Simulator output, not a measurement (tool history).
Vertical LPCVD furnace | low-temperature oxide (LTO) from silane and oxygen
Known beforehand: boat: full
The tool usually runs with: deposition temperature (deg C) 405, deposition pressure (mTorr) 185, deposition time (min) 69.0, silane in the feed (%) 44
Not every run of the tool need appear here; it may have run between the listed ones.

run   hour  deposition temperature (deg C)  deposition pressure (mTorr)  deposition time (min)  silane in the feed (%)  wafers since the last listed run  hours since the last temperature calibration  hours since the pressure gauge was zeroed  hours since the silane flow controller was replaced  hours since the gauge calibration  read-back reference wafer on the same gauge, thickness  film thickness on the monitor wafer in the middle of the boat (Å)
  1    0.0                             405                          185                   69.0                      44                                 0                                        3147.7                                     3054.1                                               2103.9                               17.9                                                  668.57                                                             7217.6
  2   20.4                             405                          185                   69.0                      44                               208                                        3168.1                                     3074.5                                               2124.3                               38.3                                                  667.72                                                             7210.6
  3   34.0                             405                          185                   69.0                      44                               139                                        3181.7                                     3088.1                                               2137.9                               51.9                                                  667.76                                                             7204.0
  4   55.5                             405                          185                   69.0                      44                               219                                        3203.2                                     3109.6                                               2159.4                               73.4                                                  668.02                                                             7223.9
  5   78.6                             405                          155                   69.0                      44                               236                                        3226.3                                     3132.7                                               2182.5                               96.5                                                  668.32                                                             6044.0
  6  100.5                             405                          185                   69.0                      44                               223                                        3248.2                                     3154.6                                               2204.4                              118.4                                                  668.10                                                             7208.0
  7  144.6                             405                          185                   69.0                      44                               450                                        3292.3                                     3198.7                                               2248.5                              162.5                                                  667.64                                                             7248.6
     171.6  -- pressure gauge zeroed
  8  172.1                             405                          185                   69.0                      44                                35                                        3319.8                                        0.5                                               2276.0                              190.0                                                  667.91                                                             7229.8
     198.4  -- silane flow controller replaced
  9  198.9                             405                          210                   69.0                      47                                28                                        3346.6                                       27.3                                                  0.5                              216.8                                                  668.09                                                             8765.6
 10  204.5                             405                          210                   69.0                      47                                46                                        3352.2                                       32.9                                                  6.1                              222.4                                                  668.72                                                             8785.1
     227.5  -- thermocouples replaced and temperature profile calibrated
 11  228.0                             405                          185                   69.0                      44                                 5                                           0.5                                       56.4                                                 29.6                              245.9                                                  667.95                                                             7387.4
     243.7  -- gauge calibrated
 12  266.4                             405                          145                   69.0                      44                               392                                          38.9                                       94.8                                                 68.0                               22.7                                                  668.50                                                             5778.3
 13  277.3                             398                          230                   81.5                      50                               111                                          49.8                                      105.7                                                 78.9                               33.6                                                  667.99                                                            11402.7
 14  291.1                             405                          185                   69.0                      39                               141                                          63.6                                      119.5                                                 92.7                               47.4                                                  667.55                                                             6455.1
     330.6  -- thermocouples replaced and temperature profile calibrated, repeated, since the last time left the tool worse
 15  331.1                             414                          185                   69.0                      49                               163                                           0.5                                      159.5                                                132.7                               87.4                                                  668.60                                                             8528.7
 16  336.7                             400                          185                   80.5                      44                                57                                           6.1                                      165.1                                                138.3                               93.0                                                  668.19                                                             7803.1
 17  350.8                             405                          185                   69.0                      44                               144                                          20.2                                      179.2                                                152.4                              107.1                                                  667.73                                                             7034.5
 18  367.9                             405                          160                   69.0                      40                               174                                          37.3                                      196.3                                                169.5                              124.2                                                  667.87                                                             5498.5
 19  384.5                             405                          165                   69.0                      50                               169                                          53.9                                      212.9                                                186.1                              140.8                                                  667.75                                                             7084.0
 20  401.2                             405                          185                   69.0                      44                               170                                          70.6                                      229.6                                                202.8                              157.5                                                  667.83                                                             7051.4
 21  413.4                             398                          230                   81.5                      50                               124                                          82.8                                      241.8                                                215.0                              169.7                                                  667.61                                                            10848.4
 22  426.9                             405                          185                   52.5                      44                               137                                          96.3                                      255.3                                                228.5                              183.2                                                  667.68                                                             5349.1
 23  448.2                             405                          185                   89.0                      38                               217                                         117.6                                      276.6                                                249.8                              204.5                                                  667.87                                                             7692.0

Per-run results on a tool with no hidden state, each run keeping its own random variation:
Unlogged tool condition in this case: true tube temperature minus thermocouple reading, K; true pressure minus gauge reading, mTorr; deviation of the silane flow from its setpoint, %; gauge reads high (%).
run  film thickness on the monitor wafer in the middle of the boat (Å)
  1                                                             7009.3
  2                                                             6999.9
  3                                                             6991.7
  4                                                             7008.2
  5                                                             5861.0
  6                                                             6986.8
  7                                                             7020.3
  8                                                             6998.4
  9                                                             8487.3
 10                                                             8505.3
 11                                                             6999.8
 12                                                             5475.1
 13                                                            10816.1
 14                                                             6103.1
 15                                                             8472.2
 16                                                             7746.2
 17                                                             6984.2
 18                                                             5457.9
 19                                                             7035.7
 20                                                             7000.9
 21                                                            10772.1
 22                                                             5310.8
 23                                                             7634.1

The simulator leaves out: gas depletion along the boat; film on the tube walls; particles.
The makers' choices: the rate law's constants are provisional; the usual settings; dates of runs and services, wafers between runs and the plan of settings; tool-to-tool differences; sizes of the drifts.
